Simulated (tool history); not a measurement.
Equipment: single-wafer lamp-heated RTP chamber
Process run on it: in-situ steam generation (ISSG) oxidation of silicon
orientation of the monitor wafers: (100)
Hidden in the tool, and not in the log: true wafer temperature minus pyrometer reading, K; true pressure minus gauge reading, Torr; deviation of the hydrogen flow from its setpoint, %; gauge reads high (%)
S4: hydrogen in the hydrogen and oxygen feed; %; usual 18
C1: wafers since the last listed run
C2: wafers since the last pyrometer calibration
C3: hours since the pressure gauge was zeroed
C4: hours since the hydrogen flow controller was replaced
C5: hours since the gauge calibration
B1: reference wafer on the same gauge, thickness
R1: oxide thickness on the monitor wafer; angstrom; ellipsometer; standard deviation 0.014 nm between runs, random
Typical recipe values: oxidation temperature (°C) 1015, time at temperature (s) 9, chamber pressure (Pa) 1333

run 1 hour=0 | oxidation_temperature_(°C)=1015 time_at_temperature_(s)=7 chamber_pressure_(Pa)=1333 S4=20 | C1=0 C2=3935 C3=1760.7 C4=4078.8 C5=113.1 | B1=3.922 | R1=34.91
run 2 hour=15.6 | oxidation_temperature_(°C)=1015 time_at_temperature_(s)=7 chamber_pressure_(Pa)=1333 S4=20 | C1=202 C2=4137 C3=1776.3 C4=4094.4 C5=128.7 | B1=3.917 | R1=35.16
run 3 hour=29.5 | oxidation_temperature_(°C)=1015 time_at_temperature_(s)=9 chamber_pressure_(Pa)=1267 S4=21 | C1=180 C2=4317 C3=1790.2 C4=4108.3 C5=142.6 | B1=3.92 | R1=40.08
run 4 hour=42 | oxidation_temperature_(°C)=1015 time_at_temperature_(s)=9 chamber_pressure_(Pa)=1333 S4=18 | C1=162 C2=4480 C3=1802.7 C4=4120.8 C5=155.1 | B1=3.918 | R1=38.03
run 5 hour=52.2 | oxidation_temperature_(°C)=1015 time_at_temperature_(s)=9 chamber_pressure_(Pa)=1333 S4=18 | C1=132 C2=4612 C3=1812.9 C4=4131 C5=165.3 | B1=3.921 | R1=38.07
run 6 hour=62.7 | oxidation_temperature_(°C)=1015 time_at_temperature_(s)=9 chamber_pressure_(Pa)=1333 S4=18 | C1=136 C2=4748 C3=1823.4 C4=4141.5 C5=175.8 | B1=3.925 | R1=38.38
run 7 hour=78.7 | oxidation_temperature_(°C)=1001 time_at_temperature_(s)=9 chamber_pressure_(Pa)=1333 S4=18 | C1=207 C2=4955 C3=1839.4 C4=4157.5 C5=191.8 | B1=3.921 | R1=36.58
run 8 hour=88.5 | oxidation_temperature_(°C)=1015 time_at_temperature_(s)=6 chamber_pressure_(Pa)=1333 S4=11 | C1=127 C2=5082 C3=1849.2 C4=4167.3 C5=201.6 | B1=3.92 | R1=28.51
run 9 hour=102.9 | oxidation_temperature_(°C)=1015 time_at_temperature_(s)=6 chamber_pressure_(Pa)=1333 S4=11 | C1=186 C2=5269 C3=1863.6 C4=4181.7 C5=216 | B1=3.915 | R1=28.51
run 10 hour=114.6 | oxidation_temperature_(°C)=1015 time_at_temperature_(s)=6 chamber_pressure_(Pa)=1333 S4=11 | C1=151 C2=5421 C3=1875.3 C4=4193.4 C5=227.7 | B1=3.923 | R1=28.59
-- hour=127.4 gauge calibrated
run 11 hour=138.5 | oxidation_temperature_(°C)=1015 time_at_temperature_(s)=9 chamber_pressure_(Pa)=1333 S4=18 | C1=309 C2=5731 C3=1899.2 C4=4217.3 C5=11.1 | B1=3.916 | R1=38.28
-- hour=148.4 pressure gauge zeroed
run 12 hour=153.9 | oxidation_temperature_(°C)=1015 time_at_temperature_(s)=9 chamber_pressure_(Pa)=1333 S4=16 | C1=95 C2=5827 C3=5.5 C4=4232.7 C5=26.5 | B1=3.92 | R1=37.65
run 13 hour=161 | oxidation_temperature_(°C)=1015 time_at_temperature_(s)=9 chamber_pressure_(Pa)=1333 S4=18 | C1=92 C2=5919 C3=12.6 C4=4239.8 C5=33.6 | B1=3.922 | R1=38.6
run 14 hour=171.9 | oxidation_temperature_(°C)=1005 time_at_temperature_(s)=9 chamber_pressure_(Pa)=1333 S4=18 | C1=141 C2=6060 C3=23.5 C4=4250.7 C5=44.5 | B1=3.919 | R1=37.32
run 15 hour=179.6 | oxidation_temperature_(°C)=1005 time_at_temperature_(s)=9 chamber_pressure_(Pa)=1333 S4=18 | C1=99 C2=6160 C3=31.2 C4=4258.4 C5=52.2 | B1=3.922 | R1=37.44
-- hour=196.8 hydrogen flow controller replaced
-- hour=198.6 pyrometer window cleaned and pyrometer calibrated
run 16 hour=199.1 | oxidation_temperature_(°C)=1015 time_at_temperature_(s)=9 chamber_pressure_(Pa)=1333 S4=11 | C1=126 C2=6 C3=50.7 C4=2.3 C5=71.7 | B1=3.921 | R1=33.9
run 17 hour=199.4 | oxidation_temperature_(°C)=1022 time_at_temperature_(s)=9 chamber_pressure_(Pa)=1360 S4=24 | C1=3 C2=10 C3=51 C4=2.6 C5=72 | B1=3.924 | R1=40.89
run 18 hour=213.3 | oxidation_temperature_(°C)=1015 time_at_temperature_(s)=9 chamber_pressure_(Pa)=1333 S4=18 | C1=180 C2=190 C3=64.9 C4=16.5 C5=85.9 | B1=3.917 | R1=37.77
run 19 hour=221.3 | oxidation_temperature_(°C)=1025 time_at_temperature_(s)=10 chamber_pressure_(Pa)=1333 S4=23 | C1=103 C2=294 C3=72.9 C4=24.5 C5=93.9 | B1=3.922 | R1=43.48
run 20 hour=236.2 | oxidation_temperature_(°C)=1015 time_at_temperature_(s)=9 chamber_pressure_(Pa)=1360 S4=27 | C1=193 C2=487 C3=87.8 C4=39.4 C5=108.8 | B1=3.925 | R1=41.2
run 21 hour=246.6 | oxidation_temperature_(°C)=1031 time_at_temperature_(s)=9 chamber_pressure_(Pa)=1227 S4=18 | C1=134 C2=622 C3=98.2 C4=49.8 C5=119.2 | B1=3.921 | R1=40.52
run 22 hour=255.8 | oxidation_temperature_(°C)=1032 time_at_temperature_(s)=6 chamber_pressure_(Pa)=1360 S4=11 | C1=119 C2=741 C3=107.4 C4=59 C5=128.4 | B1=3.915 | R1=29.69
run 23 hour=263.4 | oxidation_temperature_(°C)=1015 time_at_temperature_(s)=9 chamber_pressure_(Pa)=1333 S4=18 | C1=98 C2=840 C3=115 C4=66.6 C5=136 | B1=3.919 | R1=37.74
run 24 hour=271.4 | oxidation_temperature_(°C)=1015 time_at_temperature_(s)=9 chamber_pressure_(Pa)=1333 S4=18 | C1=103 C2=944 C3=123 C4=74.6 C5=144 | B1=3.919 | R1=37.69
run 25 hour=282.9 | oxidation_temperature_(°C)=1029 time_at_temperature_(s)=9 chamber_pressure_(Pa)=1333 S4=18 | C1=149 C2=1093 C3=134.5 C4=86.1 C5=155.5 | B1=3.922 | R1=39.57
run 26 hour=296 | oxidation_temperature_(°C)=1015 time_at_temperature_(s)=9 chamber_pressure_(Pa)=1333 S4=18 | C1=169 C2=1263 C3=147.6 C4=99.2 C5=168.6 | B1=3.917 | R1=37.96
run 27 hour=312.1 | oxidation_temperature_(°C)=1015 time_at_temperature_(s)=9 chamber_pressure_(Pa)=1360 S4=24 | C1=208 C2=1471 C3=163.7 C4=115.3 C5=184.7 | B1=3.92 | R1=40.46
run 28 hour=323.9 | oxidation_temperature_(°C)=1015 time_at_temperature_(s)=6 chamber_pressure_(Pa)=1333 S4=11 | C1=152 C2=1624 C3=175.5 C4=127.1 C5=196.5 | B1=3.921 | R1=28.27
run 29 hour=338.2 | oxidation_temperature_(°C)=1015 time_at_temperature_(s)=11 chamber_pressure_(Pa)=1333 S4=18 | C1=185 C2=1810 C3=189.8 C4=141.4 C5=210.8 | B1=3.923 | R1=41.64
run 30 hour=348.7 | oxidation_temperature_(°C)=1030 time_at_temperature_(s)=9 chamber_pressure_(Pa)=1360 S4=24 | C1=136 C2=1946 C3=200.3 C4=151.9 C5=221.3 | B1=3.921 | R1=42.73

For some of the steps in R1 from one run to the next: how much would appear even if the tool had no hidden state, given the settings, what came in and random variation, and how much remains for the hidden state plus any gauge scatter that the measured result and the result without hidden state don't share?
Run 2 -> 3: time at temperature (s) 7 -> 9, chamber pressure (Pa) 1333 -> 1267, S4 20 -> 21. R1 +4.92 angstrom: hidden state +0.14, all else +4.78.
Run 10 -> 11: time at temperature (s) 6 -> 9, S4 11 -> 18, gauge calibrated. R1 +9.69 angstrom: hidden state +0.38, all else +9.31.
Run 15 -> 16: oxidation temperature (°C) 1005 -> 1015, S4 18 -> 11, hydrogen flow controller replaced, pyrometer window cleaned and pyrometer calibrated. R1 -3.54 angstrom: hidden state -0.8, all else -2.74.
Run 21 -> 22: oxidation temperature (°C) 1031 -> 1032, time at temperature (s) 9 -> 6, chamber pressure (Pa) 1227 -> 1360, S4 18 -> 11. R1 -10.83 angstrom: hidden state -0.07, all else -10.76.
Run 27 -> 28: time at temperature (s) 9 -> 6, chamber pressure (Pa) 1360 -> 1333, S4 24 -> 11. R1 -12.19 angstrom: hidden state -0.08, all else -12.11.
Run 28 -> 29: time at temperature (s) 6 -> 11, S4 11 -> 18. R1 +13.37 angstrom: hidden state +0.14, all else +13.23.

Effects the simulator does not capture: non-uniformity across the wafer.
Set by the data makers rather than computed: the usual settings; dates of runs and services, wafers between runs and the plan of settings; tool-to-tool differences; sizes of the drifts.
